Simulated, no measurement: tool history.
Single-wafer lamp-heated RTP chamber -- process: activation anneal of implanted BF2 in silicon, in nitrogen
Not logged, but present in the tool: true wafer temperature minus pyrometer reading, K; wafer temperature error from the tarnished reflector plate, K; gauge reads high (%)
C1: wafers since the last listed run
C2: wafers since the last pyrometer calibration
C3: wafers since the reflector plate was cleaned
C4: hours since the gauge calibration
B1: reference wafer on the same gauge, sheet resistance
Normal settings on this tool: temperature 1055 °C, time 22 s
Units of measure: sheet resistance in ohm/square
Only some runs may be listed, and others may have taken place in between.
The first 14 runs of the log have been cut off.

Run 15, day 29.038: usual settings but temperature 1082 °C, time 31 s; C1 357; C2 2692; C3 630; C4 2160.8; B1 126.08. Result: sheet resistance 89.6 ohm/square.
Run 16, day 31.15: usual settings but temperature 1040 °C, time 10 s; C1 602; C2 3294; C3 1232; C4 2211.5; B1 125.99. Result: sheet resistance 172.38 ohm/square.
At day 31.725: gauge calibrated.
Run 17, day 32.933: usual settings; C1 508; C2 3803; C3 1741; C4 29; B1 125.96. Result: sheet resistance 123.59 ohm/square.
Run 18, day 40.675: usual settings; C1 2208; C2 6012; C3 3950; C4 214.8; B1 126.02. Result: sheet resistance 122.51 ohm/square.
Run 19, day 42.488: usual settings but time 31 s; C1 517; C2 6529; C3 4467; C4 258.3; B1 125.97. Result: sheet resistance 112.32 ohm/square.
Run 20, day 45.2: usual settings but temperature 1042 °C, time 34 s; C1 773; C2 7303; C3 5241; C4 323.4; B1 126.03. Result: sheet resistance 122.25 ohm/square.
Run 21, day 46.346: usual settings but time 27 s; C1 326; C2 7630; C3 5568; C4 350.9; B1 126.02. Result: sheet resistance 115.44 ohm/square.
At day 47.1: pyrometer window cleaned and pyrometer calibrated.
At day 47.617: reflector plate cleaned.
Run 22, day 48.025: usual settings but temperature 1078 °C, time 12 s; C1 288; C2 168; C3 116; C4 391.2; B1 126.03. Result: sheet resistance 121.77 ohm/square.
Run 23, day 50.633: usual settings but temperature 1035 °C, time 9 s; C1 744; C2 912; C3 860; C4 453.8; B1 126.03. Result: sheet resistance 188.28 ohm/square.
Run 24, day 52.283: usual settings; C1 470; C2 1383; C3 1331; C4 493.4; B1 126.03. Result: sheet resistance 124 ohm/square.
Run 25, day 54.821: usual settings but temperature 1075 °C, time 12 s; C1 724; C2 2107; C3 2055; C4 554.3; B1 125.98. Result: sheet resistance 124.77 ohm/square.
Run 26, day 56.458: usual settings but temperature 1082 °C, time 12 s; C1 467; C2 2574; C3 2523; C4 593.6; B1 126.04. Result: sheet resistance 118.05 ohm/square.
Run 27, day 58.408: usual settings; C1 556; C2 3131; C3 3079; C4 640.4; B1 125.98. Result: sheet resistance 123.89 ohm/square.
Run 28, day 60.121: usual settings but time 25 s; C1 488; C2 3619; C3 3568; C4 681.5; B1 125.95. Result: sheet resistance 119.8 ohm/square.
Run 29, day 62.167: usual settings; C1 583; C2 4203; C3 4151; C4 730.6; B1 125.94. Result: sheet resistance 122.14 ohm/square.
Run 30, day 63.858: usual settings; C1 482; C2 4686; C3 4634; C4 771.2; B1 125.99. Result: sheet resistance 121.44 ohm/square.
At day 65.521: reflector plate cleaned.
Run 31, day 66.842: usual settings but temperature 1074 °C, time 28 s; C1 756; C2 5442; C3 376; C4 842.8; B1 125.93. Result: sheet resistance 99.3 ohm/square.
Run 32, day 68.988: usual settings but temperature 1038 °C, time 32 s; C1 612; C2 6054; C3 988; C4 894.3; B1 126. Result: sheet resistance 129.46 ohm/square.
Run 33, day 70.242: usual settings but temperature 1043 °C, time 13 s; C1 357; C2 6412; C3 1346; C4 924.4; B1 125.98. Result: sheet resistance 155.9 ohm/square.
Run 34, day 71.412: usual settings; C1 334; C2 6746; C3 1680; C4 952.5; B1 126.03. Result: sheet resistance 123.83 ohm/square.
Run 35, day 73.908: usual settings but temperature 1041 °C, time 35 s; C1 712; C2 7458; C3 2392; C4 1012.4; B1 126. Result: sheet resistance 124.05 ohm/square.
Run 36, day 74.925: usual settings; C1 290; C2 7748; C3 2682; C4 1036.8; B1 126.01. Result: sheet resistance 122.87 ohm/square.
At day 77.283: pyrometer window cleaned and pyrometer calibrated.
Run 37, day 77.304: usual settings but temperature 1046 °C, time 31 s; C1 583; C2 5; C3 3266; C4 1093.9; B1 126.02. Result: sheet resistance 122.48 ohm/square.

Alternative continuations, all from the tool just after run 37; predict every row:
Run A, day 77.321: usual settings; C1 4; C2 10; C3 3271; C4 1094.3; B1 ?. Result: sheet resistance ?.
Run B, day 77.321: usual settings but temperature 1074 °C; C1 4; C2 10; C3 3271; C4 1094.3; B1 ?. Result: sheet resistance ?.
Run C, day 77.321: usual settings but temperature 1038 °C, time 16 s; C1 4; C2 10; C3 3271; C4 1094.3; B1 ?. Result: sheet resistance ?.

run      B1  sheet resistance
  A  125.95            122.93
  B  125.95            104.61
  C  125.95             152.8
With the hidden condition removed and each run's random variation left untouched, the same runs would have given:
run  sheet resistance
  A            125.19
  B            106.58
  C            155.96
